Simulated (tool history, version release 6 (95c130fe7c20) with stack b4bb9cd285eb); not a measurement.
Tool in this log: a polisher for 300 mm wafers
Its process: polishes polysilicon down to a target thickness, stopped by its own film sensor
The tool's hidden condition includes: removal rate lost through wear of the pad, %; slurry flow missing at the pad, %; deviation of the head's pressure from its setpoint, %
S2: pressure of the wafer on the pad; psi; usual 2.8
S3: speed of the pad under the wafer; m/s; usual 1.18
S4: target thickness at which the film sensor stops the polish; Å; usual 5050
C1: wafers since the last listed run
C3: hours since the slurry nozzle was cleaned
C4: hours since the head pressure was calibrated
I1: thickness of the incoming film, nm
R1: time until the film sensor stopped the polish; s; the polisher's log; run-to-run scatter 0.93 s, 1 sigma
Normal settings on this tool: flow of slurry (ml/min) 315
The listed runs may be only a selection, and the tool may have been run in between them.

Run 1, hour 0: usual settings; C1 0; wafers polished on this pad 468; C3 459.1; C4 1070.5; I1 1234. Result: R1 88.8 s.
Run 2, hour 43.3: usual settings; C1 355; wafers polished on this pad 823; C3 502.4; C4 1113.8; I1 1222.2. Result: R1 85.9 s.
At hour 65.7: worn pad replaced by a new one.
Run 3, hour 78.4: usual settings; C1 255; wafers polished on this pad 103; C3 537.5; C4 1148.9; I1 1213.5. Result: R1 85.1 s.
Run 4, hour 103.6: usual settings but S4 3720 Å; C1 206; wafers polished on this pad 310; C3 562.7; C4 1174.1; I1 1222.4. Result: R1 102.4 s.
Run 5, hour 120.2: usual settings; C1 136; wafers polished on this pad 447; C3 579.3; C4 1190.7; I1 1219.7. Result: R1 85.9 s.
Run 6, hour 138.5: usual settings; C1 150; wafers polished on this pad 597; C3 597.6; C4 1209; I1 1205.6. Result: R1 86.4 s.
Run 7, hour 169.5: usual settings; C1 254; wafers polished on this pad 852; C3 628.6; C4 1240; I1 1232.1. Result: R1 87.7 s.
Run 8, hour 190.8: usual settings but flow of slurry (ml/min) 270; C1 174; wafers polished on this pad 1027; C3 649.9; C4 1261.3; I1 1220.9. Result: R1 90.4 s.
At hour 196.3: worn pad replaced by a new one.
Run 9, hour 222.2: usual settings but flow of slurry (ml/min) 270; C1 225; wafers polished on this pad 212; C3 681.3; C4 1292.7; I1 1215.8. Result: R1 88 s.
Run 10, hour 248.4: usual settings but flow of slurry (ml/min) 270; C1 215; wafers polished on this pad 428; C3 707.5; C4 1318.9; I1 1230.2. Result: R1 91.3 s.
Run 11, hour 262: usual settings; C1 111; wafers polished on this pad 539; C3 721.1; C4 1332.5; I1 1218.4. Result: R1 88.1 s.
Run 12, hour 284.2: usual settings but S4 6460 Å; C1 182; wafers polished on this pad 722; C3 743.3; C4 1354.7; I1 1217.3. Result: R1 71.1 s.
Run 13, hour 298.9: usual settings but flow of slurry (ml/min) 270; C1 120; wafers polished on this pad 842; C3 758; C4 1369.4; I1 1219.1. Result: R1 90.3 s.
At hour 304.1: slurry nozzle cleaned.
Run 14, hour 326.5: usual settings but flow of slurry (ml/min) 380, S2 3.5 psi, S3 1.42 m/s; C1 218; wafers polished on this pad 1061; C3 22.4; C4 1397; I1 1205.7. Result: R1 54.6 s.
At hour 333.7: worn pad replaced by a new one.
Run 15, hour 340.7: usual settings but S2 2 psi, S3 1.3 m/s; C1 83; wafers polished on this pad 57; C3 36.6; C4 1411.2; I1 1236.6. Result: R1 101 s.
At hour 345: head pressure recalibrated.
Run 16, hour 364.9: usual settings; C1 182; wafers polished on this pad 239; C3 60.8; C4 19.9; I1 1231.8. Result: R1 84.9 s.
Run 17, hour 391.8: usual settings but S2 2.2 psi, S4 7220 Å; C1 220; wafers polished on this pad 460; C3 87.7; C4 46.8; I1 1222. Result: R1 70.9 s.
Run 18, hour 404.7: usual settings but S2 2 psi, S3 1.3 m/s; C1 105; wafers polished on this pad 566; C3 100.6; C4 59.7; I1 1217.2. Result: R1 98.6 s.
Run 19, hour 426: usual settings but S2 1.9 psi, S4 5700 Å; C1 174; wafers polished on this pad 741; C3 121.9; C4 81; I1 1204.2. Result: R1 100.5 s.
Run 20, hour 445.2: usual settings but flow of slurry (ml/min) 270, S2 2.1 psi, S3 0.84 m/s; C1 157; wafers polished on this pad 899; C3 141.1; C4 100.2; I1 1238.3. Result: R1 150.1 s.
At hour 449.4: worn pad replaced by a new one.
Run 21, hour 473.9: usual settings but S4 3970 Å; C1 202; wafers polished on this pad 201; C3 169.8; C4 128.9; I1 1210.6. Result: R1 98.4 s.
Run 22, hour 504: usual settings but S3 0.86 m/s, S4 6850 Å; C1 247; wafers polished on this pad 448; C3 199.9; C4 159; I1 1216.8. Result: R1 84.8 s.

For each run, what was the tool's unlogged condition?
removal rate lost through wear of the pad, %: 0, the same for each run
deviation of the head's pressure from its setpoint, %: 0, the same for each run
H1: slurry flow missing at the pad, %
run    H1
  1  34.7
  2  35.8
  3  36.6
  4  37.1
  5  37.4
  6  37.7
  7  38.2
  8  38.5
  9  38.9
 10  39.3
 11  39.4
 12  39.6
 13  39.8
 14  7.48
 15  9.48
 16  12.7
 17  15.9
 18  17.3
 19  19.5
 20  21.4
 21  23.9
 22  26.3
